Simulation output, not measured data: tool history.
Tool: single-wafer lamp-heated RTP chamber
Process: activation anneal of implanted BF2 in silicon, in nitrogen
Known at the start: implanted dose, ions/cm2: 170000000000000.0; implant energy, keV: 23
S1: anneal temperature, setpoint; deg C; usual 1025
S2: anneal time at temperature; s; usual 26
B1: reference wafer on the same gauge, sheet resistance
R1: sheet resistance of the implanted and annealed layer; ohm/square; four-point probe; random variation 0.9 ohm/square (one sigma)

{"run": 1, "hour": 0.0, "S1": 1034, "S2": 20, "B1": 505.29, "R1": 603.94}
{"hour": 65.4, "done": "reflector plate cleaned"}
{"run": 2, "hour": 65.9, "S1": 1025, "S2": 26, "B1": 505.04, "R1": 602.39}
{"run": 3, "hour": 109.0, "S1": 1025, "S2": 26, "B1": 505.09, "R1": 603.54}
{"run": 4, "hour": 154.8, "S1": 1032, "S2": 19, "B1": 505.49, "R1": 604.93}
{"run": 5, "hour": 199.6, "S1": 1032, "S2": 19, "B1": 504.92, "R1": 605.88}
{"hour": 227.6, "done": "pyrometer window cleaned and pyrometer calibrated"}
{"run": 6, "hour": 229.7, "S1": 1032, "S2": 19, "B1": 504.86, "R1": 603.79}
{"run": 7, "hour": 275.2, "S1": 1006, "S2": 26, "B1": 504.91, "R1": 604.06}
{"run": 8, "hour": 302.3, "S1": 1006, "S2": 26, "B1": 504.85, "R1": 604.68}
{"run": 9, "hour": 327.6, "S1": 1006, "S2": 26, "B1": 505.02, "R1": 606.55}
{"run": 10, "hour": 371.0, "S1": 1025, "S2": 26, "B1": 504.8, "R1": 602.15}
{"run": 11, "hour": 440.2, "S1": 1025, "S2": 26, "B1": 505.34, "R1": 601.28}
{"hour": 496.5, "done": "reflector plate cleaned"}
{"run": 12, "hour": 497.0, "S1": 1025, "S2": 26, "B1": 504.88, "R1": 603.57}
{"run": 13, "hour": 547.4, "S1": 996, "S2": 35, "B1": 504.99, "R1": 605.07}
{"run": 14, "hour": 599.9, "S1": 1007, "S2": 26, "B1": 505.12, "R1": 605.95}
{"hour": 656.4, "done": "pyrometer window cleaned and pyrometer calibrated"}
{"run": 15, "hour": 658.3, "S1": 1040, "S2": 15, "B1": 505.1, "R1": 606.32}
{"run": 16, "hour": 721.6, "S1": 1000, "S2": 40, "B1": 505.37, "R1": 604.16}
{"run": 17, "hour": 764.4, "S1": 1047, "S2": 40, "B1": 504.98, "R1": 591.76}
{"run": 18, "hour": 834.8, "S1": 1042, "S2": 35, "B1": 504.94, "R1": 595.34}
{"run": 19, "hour": 881.8, "S1": 1025, "S2": 26, "B1": 505.3, "R1": 602.67}
{"run": 20, "hour": 930.1, "S1": 1025, "S2": 39, "B1": 504.91, "R1": 596.56}
{"hour": 948.0, "done": "reflector plate cleaned"}
{"run": 21, "hour": 990.8, "S1": 1040, "S2": 17, "B1": 505.07, "R1": 606.03}
{"run": 22, "hour": 1023.7, "S1": 1025, "S2": 26, "B1": 504.56, "R1": 604.97}
{"run": 23, "hour": 1068.7, "S1": 1047, "S2": 13, "B1": 505.09, "R1": 606.33}
{"run": 24, "hour": 1128.9, "S1": 1025, "S2": 26, "B1": 505.23, "R1": 601.94}
{"hour": 1139.2, "done": "pyrometer window cleaned and pyrometer calibrated"}
{"hour": 1181.8, "done": "gauge calibrated"}
{"run": 25, "hour": 1200.5, "S1": 1007, "S2": 19, "B1": 504.88, "R1": 606.91}
{"run": 26, "hour": 1265.1, "S1": 1025, "S2": 31, "B1": 504.98, "R1": 598.8}
{"run": 27, "hour": 1311.2, "S1": 1042, "S2": 38, "B1": 505.25, "R1": 594.64}
{"run": 28, "hour": 1367.5, "S1": 1054, "S2": 12, "B1": 505.07, "R1": 605.41}
{"run": 29, "hour": 1426.9, "S1": 1025, "S2": 26, "B1": 504.58, "R1": 602.23}
{"hour": 1509.9, "done": "reflector plate cleaned"}
{"run": 30, "hour": 1589.9, "S1": 1011, "S2": 34, "B1": 504.96, "R1": 601.76}
{"run": 31, "hour": 1627.8, "S1": 997, "S2": 12, "B1": 505, "R1": 610.97}
{"hour": 1679.5, "done": "pyrometer window cleaned and pyrometer calibrated"}
{"run": 32, "hour": 1680.0, "S1": 1037, "S2": 26, "B1": 505.08, "R1": 601.25}
{"run": 33, "hour": 1742.4, "S1": 1025, "S2": 35, "B1": 505.23, "R1": 597.68}
{"run": 34, "hour": 1774.6, "S1": 1000, "S2": 19, "B1": 504.8, "R1": 609.26}
{"run": 35, "hour": 1881.2, "S1": 1025, "S2": 26, "B1": 504.95, "R1": 601.53}

What the log doesn't show, run by run:
true wafer temperature minus pyrometer reading, K: 0 in every run
wafer temperature error from the tarnished reflector plate, K: 0 in every run
gauge reads high (%): 0 in every run
